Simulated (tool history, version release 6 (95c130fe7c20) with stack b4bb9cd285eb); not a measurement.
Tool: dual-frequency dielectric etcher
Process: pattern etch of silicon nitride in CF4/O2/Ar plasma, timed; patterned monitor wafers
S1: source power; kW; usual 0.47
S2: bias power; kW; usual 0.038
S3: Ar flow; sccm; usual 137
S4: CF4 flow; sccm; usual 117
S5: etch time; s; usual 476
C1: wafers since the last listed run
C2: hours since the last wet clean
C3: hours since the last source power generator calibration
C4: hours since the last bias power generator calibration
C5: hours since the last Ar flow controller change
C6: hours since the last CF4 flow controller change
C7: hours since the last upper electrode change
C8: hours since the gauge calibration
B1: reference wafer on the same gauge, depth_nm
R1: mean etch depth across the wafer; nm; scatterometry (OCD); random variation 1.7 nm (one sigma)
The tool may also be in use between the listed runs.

| run | hour | S1 | S2 | S3 | S4 | S5 | C1 | C2 | C3 | C4 | C5 | C6 | C7 | C8 | B1 | R1 |
|---|---|---|---|---|---|---|---|---|---|---|---|---|---|---|---|---|
| 1 | 0 | 0.47 | 0.038 | 137 | 125 | 588 | 0 | 282.2 | 2578.9 | 2441.3 | 2743.4 | 1988.9 | 1773.3 | 449.3 | 751.6 | 1034.2 |
| 2 | 70.3 | 0.47 | 0.038 | 137 | 117 | 476 | 299 | 352.5 | 2649.2 | 2511.6 | 2813.7 | 2059.2 | 1843.6 | 519.6 | 752.9 | 831.1 |
| 3 | 112.8 | 0.47 | 0.038 | 137 | 117 | 476 | 181 | 395 | 2691.7 | 2554.1 | 2856.2 | 2101.7 | 1886.1 | 562.1 | 752.7 | 829.3 |
| 4 | 172.2 | 0.47 | 0.038 | 137 | 132 | 476 | 253 | 454.4 | 2751.1 | 2613.5 | 2915.6 | 2161.1 | 1945.5 | 621.5 | 752.3 | 846.1 |
| 5 | 199.9 | 0.47 | 0.038 | 137 | 132 | 476 | 118 | 482.1 | 2778.8 | 2641.2 | 2943.3 | 2188.8 | 1973.2 | 649.2 | 752.3 | 847.5 |
| 6 | 229.5 | 0.47 | 0.038 | 137 | 132 | 476 | 126 | 511.7 | 2808.4 | 2670.8 | 2972.9 | 2218.4 | 2002.8 | 678.8 | 751.6 | 851.2 |
| 7 | 274.9 | 0.47 | 0.038 | 155 | 117 | 476 | 193 | 557.1 | 2853.8 | 2716.2 | 3018.3 | 2263.8 | 2048.2 | 724.2 | 752.4 | 810.1 |
| 8 | 339.2 | 0.47 | 0.038 | 155 | 117 | 476 | 274 | 621.4 | 2918.1 | 2780.5 | 3082.6 | 2328.1 | 2112.5 | 788.5 | 752 | 807 |
|  | 374.5 | source power generator calibrated |
|  | 408.1 | wet clean of the chamber |
| 9 | 408.6 | 0.47 | 0.038 | 155 | 117 | 476 | 176 | 0.5 | 34.1 | 2849.9 | 3152 | 2397.5 | 2181.9 | 857.9 | 751.5 | 768.7 |
| 10 | 430.8 | 0.47 | 0.038 | 137 | 117 | 476 | 94 | 22.7 | 56.3 | 2872.1 | 3174.2 | 2419.7 | 2204.1 | 880.1 | 751.9 | 792.9 |
|  | 476.8 | gauge calibrated |
| 11 | 489.2 | 0.51 | 0.045 | 105 | 131 | 476 | 249 | 81.1 | 114.7 | 2930.5 | 3232.6 | 2478.1 | 2262.5 | 12.4 | 751.3 | 978.9 |
| 12 | 514.3 | 0.5 | 0.038 | 168 | 117 | 476 | 107 | 106.2 | 139.8 | 2955.6 | 3257.7 | 2503.2 | 2287.6 | 37.5 | 752 | 804 |
|  | 533.8 | bias power generator calibrated |
| 13 | 541 | 0.47 | 0.038 | 155 | 117 | 476 | 96 | 132.9 | 166.5 | 7.2 | 3284.4 | 2529.9 | 2314.3 | 64.2 | 752.3 | 774.5 |
|  | 574.2 | CF4 flow controller replaced |
|  | 576.3 | upper electrode replaced |
|  | 605.8 | Ar flow controller replaced |
| 14 | 606.3 | 0.47 | 0.038 | 151 | 117 | 476 | 218 | 198.2 | 231.8 | 72.5 | 0.5 | 32.1 | 30 | 129.5 | 753.1 | 774.9 |
| 15 | 650.8 | 0.56 | 0.041 | 137 | 117 | 476 | 189 | 242.7 | 276.3 | 117 | 45 | 76.6 | 74.5 | 174 | 751.5 | 973 |
| 16 | 698.1 | 0.47 | 0.038 | 137 | 117 | 476 | 201 | 290 | 323.6 | 164.3 | 92.3 | 123.9 | 121.8 | 221.3 | 751.8 | 801.2 |
| 17 | 763.5 | 0.47 | 0.029 | 137 | 117 | 476 | 278 | 355.4 | 389 | 229.7 | 157.7 | 189.3 | 187.2 | 286.7 | 752.4 | 728.3 |
| 18 | 806 | 0.47 | 0.038 | 107 | 117 | 476 | 181 | 397.9 | 431.5 | 272.2 | 200.2 | 231.8 | 229.7 | 329.2 | 751.6 | 844.8 |
| 19 | 862.2 | 0.47 | 0.035 | 166 | 117 | 476 | 239 | 454.1 | 487.7 | 328.4 | 256.4 | 288 | 285.9 | 385.4 | 752 | 744 |
| 20 | 886.5 | 0.47 | 0.038 | 137 | 117 | 574 | 103 | 478.4 | 512 | 352.7 | 280.7 | 312.3 | 310.2 | 409.7 | 752 | 964.9 |

Some steps in R1 between neighbouring runs. How much of each would the tool show without its hidden state too (settings, what came in, random variation), and how much is left for the hidden state, with any gauge scatter that isn't in both results?
The hidden state here: etch rate over this chamber's usual, %; source power that arrives over what is set, %; bias power that arrives over what is set, %; Ar flow that arrives over what is set, %; CF4 flow that arrives over what is set, %; gauge reads high (%).
Run 1 -> 2: S4 125 -> 117, S5 588 -> 476. R1 -203.1 nm: hidden state -8.2, all else -194.9.
Run 8 -> 9: source power generator calibrated, wet clean of the chamber. R1 -38.3 nm: hidden state -40.4, all else +2.1.
Run 19 -> 20: S2 0.035 -> 0.038, S3 166 -> 137, S5 476 -> 574. R1 +220.9 nm: hidden state +2.6, all else +218.3.
